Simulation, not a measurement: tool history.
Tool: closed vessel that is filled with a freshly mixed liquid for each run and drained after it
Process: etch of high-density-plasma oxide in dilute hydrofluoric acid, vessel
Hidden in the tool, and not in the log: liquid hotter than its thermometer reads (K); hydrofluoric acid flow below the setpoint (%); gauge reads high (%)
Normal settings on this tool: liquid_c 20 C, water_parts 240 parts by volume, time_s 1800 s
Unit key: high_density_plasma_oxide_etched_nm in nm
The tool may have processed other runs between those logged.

run	hour	liquid_c	water_parts	time_s	wafers since the last listed run	hours since the thermometer was replaced	hours since the hydrofluoric acid flow meter was replaced	hours since the gauge calibration	read-back film thickness of the high-density-plasma oxide reference wafer, read on the same gauge (nm)	high_density_plasma_oxide_etched_nm
1	0	20	240	1800	0	157	37.4	799.3	109.47	28.19
2	29.7	20	240	1800	977	186.7	67.1	829	109.42	28.2
3	89.6	20	240	1800	1970	246.6	127	888.9	109.25	28.15
4	295.7	20	240	1800	6781	452.7	333.1	1095	108.72	28.08
5	355.8	20	240	1800	1977	512.8	393.2	1155.1	108.55	28.05
6	394.7	20	240	1800	1279	551.7	432.1	1194	108.39	28.04
7	425.6	20	240	1800	1016	582.6	463	1224.9	108.29	28.24
8	475.4	20	240	1800	1638	632.4	512.8	1274.7	108.15	27.75
9	537.1	20	240	1800	2030	694.1	574.5	1336.4	107.89	27.84
# hour 610.1: hydrofluoric acid flow meter replaced
10	657.9	20	240	1800	3941	814.9	47.8	1457.2	107.49	27.8
# hour 701.7: gauge calibrated
11	718.8	20	240	1800	2003	875.8	108.7	17.1	110.52	28.32
12	749.4	20	240	1800	1006	906.4	139.3	47.7	110.49	28.65
13	785.3	17	310	1800	1181	942.3	175.2	83.6	110.54	18.6
14	856.3	20	200	1550	2336	1013.3	246.2	154.6	110.51	30.57
15	911.6	20	240	1800	1819	1068.6	301.5	209.9	110.46	28.48
16	966.2	20	240	1800	1796	1123.2	356.1	264.5	110.42	28.32
17	1012.1	23	240	1800	1510	1169.1	402	310.4	110.4	31.59
18	1068.3	20	240	2150	1849	1225.3	458.2	366.6	110.3	33.92

Estimate the outcome of run 19 from the log above:
19	1106.2	20	240	990	1247	1263.2	496.1	404.5	?	?

Run 19 yielded read-back film thickness of the high-density-plasma oxide reference wafer, read on the same gauge (nm) 110.32, high_density_plasma_oxide_etched_nm 15.71 nm.
Had the tool carried no hidden state, the very same run would have given high_density_plasma_oxide_etched_nm 15.67 nm.
